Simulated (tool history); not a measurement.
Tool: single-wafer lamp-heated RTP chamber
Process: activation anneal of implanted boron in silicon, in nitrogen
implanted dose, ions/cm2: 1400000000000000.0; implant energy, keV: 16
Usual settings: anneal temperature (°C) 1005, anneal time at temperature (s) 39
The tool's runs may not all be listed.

run     day  anneal temperature (°C)  anneal time at temperature (s)  wafers since the last listed run  wafers since the last pyrometer calibration  wafers since the reflector plate was cleaned  hours since the gauge calibration  read-back reference wafer on the same gauge, sheet resistance  sheet resistance of the implanted and annealed layer (ohm/square)
  1   0.000                     1005                              39                                 0                                          681                                          1774                              393.1                                                          92.71                                                              82.34
  2   1.062                     1005                              39                               244                                          925                                          2018                              418.6                                                          92.66                                                              82.06
  3   5.492                     1005                              39                              1017                                         1942                                          3035                              524.9                                                          92.77                                                              81.44
  4   7.729                     1005                              39                               513                                         2456                                          3549                              578.6                                                          92.72                                                              81.21
  5   9.338                     1005                              39                               369                                         2826                                          3918                              617.2                                                          92.77                                                              81.04
  6  10.854                     1005                              39                               348                                         3174                                          4266                              653.6                                                          92.67                                                              80.87
  7  12.242                     1005                              39                               318                                         3492                                          4585                              686.9                                                          92.57                                                              80.81
  8  13.729                     1005                              39                               341                                         3834                                          4927                              722.6                                                          92.70                                                              81.09
  9  16.179                     1005                              39                               562                                         4397                                          5489                              781.4                                                          92.73                                                              80.96
 10  17.242                     1005                              39                               244                                         4641                                          5733                              806.9                                                          92.80                                                              81.02
 11  18.379                     1005                              39                               261                                         4902                                          5994                              834.2                                                          92.78                                                              81.04
 12  20.192                     1005                              45                               416                                         5318                                          6411                              877.7                                                          92.62                                                              80.45
 13  21.433                     1005                              45                               285                                         5603                                          6696                              907.5                                                          92.61                                                              80.78
 14  22.588                     1005                              39                               265                                         5868                                          6961                              935.2                                                          92.67                                                              80.94
 15  24.950                     1005                              39                               542                                         6411                                          7503                              991.9                                                          92.67                                                              80.89
 16  26.133                     1005                              39                               271                                         6683                                          7775                             1020.3                                                          92.65                                                              80.67
     28.196  -- gauge calibrated
 17  28.746                     1005                              39                               599                                         7283                                          8375                               13.2                                                          92.71                                                              80.61
 18  31.317                     1005                              39                               590                                         7873                                          8965                               74.9                                                          92.78                                                              80.93
     33.483  -- pyrometer window cleaned and pyrometer calibrated
 19  33.658                     1019                              16                               461                                           39                                          9427                              131.1                                                          92.82                                                              82.36
 20  36.633                     1005                              24                               683                                          722                                         10110                              202.5                                                          92.70                                                              83.07
 21  38.062                     1005                              39                               328                                         1051                                         10438                              236.8                                                          92.71                                                              81.86
 22  40.267                      976                              39                               506                                         1557                                         10944                              289.7                                                          92.81                                                              90.02
     40.688  -- reflector plate cleaned
 23  41.796                     1013                              55                               274                                         1831                                           254                              326.4                                                          92.76                                                              79.19
 24  43.504                     1005                              39                               392                                         2224                                           646                              367.4                                                          92.70                                                              81.31
 25  45.696                     1005                              39                               503                                         2727                                          1149                              420.0                                                          92.71                                                              81.23
 26  46.792                      996                              16                               251                                         2979                                          1401                              446.3                                                          92.68                                                              85.83
 27  48.892                      979                              30                               482                                         3461                                          1883                              496.7                                                          92.70                                                              89.20
 28  50.533                     1005                              46                               377                                         3838                                          2260                              536.1                                                          92.64                                                              80.61
 29  52.325                     1018                              33                               411                                         4249                                          2672                              579.1                                                          92.78                                                              79.30
 30  53.354                     1005                              39                               236                                         4486                                          2908                              603.8                                                          92.62                                                              80.98
 31  55.362                     1005                              39                               461                                         4947                                          3369                              652.0                                                          92.76                                                              80.99
 32  58.062                      984                              39                               620                                         5567                                          3989                              716.8                                                          92.67                                                              85.82
 33  59.654                     1005                              39                               365                                         5933                                          4355                              755.0                                                          92.73                                                              80.78
 34  60.892                     1018                              24                               284                                         6217                                          4639                              784.7                                                          92.69                                                              79.75
 35  62.146                     1005                              20                               288                                         6505                                          4927                              814.8                                                          92.65                                                              82.57

How the hidden state differs across the entries between the runs, from the last listed run before each to the first after it:
Between runs 16 and 17: gauge calibrated (day 28.196)
  true wafer temperature minus pyrometer reading, K: 9.18 -> 9.31
  measured less the result without the state, sheet resistance of the implanted and annealed layer (ohm/square): -1.82 -> -1.84
Between runs 18 and 19: pyrometer window cleaned and pyrometer calibrated (day 33.483)
  true wafer temperature minus pyrometer reading, K: 9.41 -> 1
  measured less the result without the state, sheet resistance of the implanted and annealed layer (ohm/square): -1.86 -> -0.18
Between runs 22 and 23: reflector plate cleaned (day 40.688)
  true wafer temperature minus pyrometer reading, K: 5.06 -> 5.69
  measured less the result without the state, sheet resistance of the implanted and annealed layer (ohm/square): -2.43 -> -0.96
